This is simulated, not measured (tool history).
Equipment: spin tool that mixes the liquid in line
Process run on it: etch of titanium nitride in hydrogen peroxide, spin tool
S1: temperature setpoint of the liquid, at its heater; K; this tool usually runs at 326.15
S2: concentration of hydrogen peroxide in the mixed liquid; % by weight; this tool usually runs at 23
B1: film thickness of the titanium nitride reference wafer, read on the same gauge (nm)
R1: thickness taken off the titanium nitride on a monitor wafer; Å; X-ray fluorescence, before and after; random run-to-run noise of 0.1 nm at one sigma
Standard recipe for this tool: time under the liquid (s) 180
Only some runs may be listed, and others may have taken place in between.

{"run": 1, "hour": 0.0, "S1": 326.15, "S2": 23, "time under the liquid (s)": 160, "B1": 41.56, "R1": 123.5}
{"hour": 0.3, "done": "gauge calibrated"}
{"run": 2, "hour": 34.5, "S1": 329.65, "S2": 28.5, "time under the liquid (s)": 135, "B1": 40.2, "R1": 133.1}
{"run": 3, "hour": 47.1, "S1": 335.65, "S2": 23, "time under the liquid (s)": 180, "B1": 40.27, "R1": 254.2}
{"run": 4, "hour": 76.4, "S1": 317.15, "S2": 26.5, "time under the liquid (s)": 125, "B1": 40.26, "R1": 49.7}
{"run": 5, "hour": 107.3, "S1": 316.65, "S2": 23, "time under the liquid (s)": 180, "B1": 40.27, "R1": 66.4}
{"hour": 111.3, "done": "thermometer replaced"}
{"run": 6, "hour": 125.0, "S1": 334.65, "S2": 26, "time under the liquid (s)": 240, "B1": 40.33, "R1": 331.6}
{"run": 7, "hour": 143.4, "S1": 326.15, "S2": 23, "time under the liquid (s)": 180, "B1": 40.38, "R1": 132.9}
{"run": 8, "hour": 161.5, "S1": 330.15, "S2": 18.5, "time under the liquid (s)": 115, "B1": 40.43, "R1": 107.5}
{"run": 9, "hour": 175.4, "S1": 326.15, "S2": 23, "time under the liquid (s)": 130, "B1": 40.44, "R1": 96.1}
{"run": 10, "hour": 225.2, "S1": 321.15, "S2": 18, "time under the liquid (s)": 245, "B1": 40.46, "R1": 121.1}
{"run": 11, "hour": 283.7, "S1": 326.15, "S2": 20, "time under the liquid (s)": 180, "B1": 40.57, "R1": 129.6}
{"hour": 329.6, "done": "peroxide flow meter replaced"}
{"run": 12, "hour": 374.0, "S1": 320.15, "S2": 17.5, "time under the liquid (s)": 180, "B1": 40.7, "R1": 82.9}
{"hour": 390.8, "done": "new drum of peroxide connected"}
{"run": 13, "hour": 405.5, "S1": 326.15, "S2": 23, "time under the liquid (s)": 250, "B1": 40.77, "R1": 186.2}
{"hour": 431.4, "done": "heated supply line repaired"}
{"run": 14, "hour": 431.9, "S1": 316.65, "S2": 16.5, "time under the liquid (s)": 280, "B1": 40.79, "R1": 98.8}
{"run": 15, "hour": 448.8, "S1": 326.15, "S2": 23, "time under the liquid (s)": 240, "B1": 40.93, "R1": 182.4}
{"run": 16, "hour": 464.5, "S1": 323.65, "S2": 23, "time under the liquid (s)": 180, "B1": 40.88, "R1": 113.3}
{"run": 17, "hour": 524.7, "S1": 326.15, "S2": 23, "time under the liquid (s)": 235, "B1": 40.99, "R1": 178.6}
{"run": 18, "hour": 553.7, "S1": 318.15, "S2": 21, "time under the liquid (s)": 270, "B1": 40.98, "R1": 110.6}
{"run": 19, "hour": 587.5, "S1": 322.65, "S2": 23, "time under the liquid (s)": 260, "B1": 41.1, "R1": 154.2}

Expected results for the next run?
{"run": 20, "hour": 601.2, "S1": 326.15, "S2": 23, "time under the liquid (s)": 180, "B1": "?", "R1": "?"}

B1: 41.13
R1: 137.2 Å
The same run, on a tool lacking any hidden state, would have yielded R1 133.5 Å.

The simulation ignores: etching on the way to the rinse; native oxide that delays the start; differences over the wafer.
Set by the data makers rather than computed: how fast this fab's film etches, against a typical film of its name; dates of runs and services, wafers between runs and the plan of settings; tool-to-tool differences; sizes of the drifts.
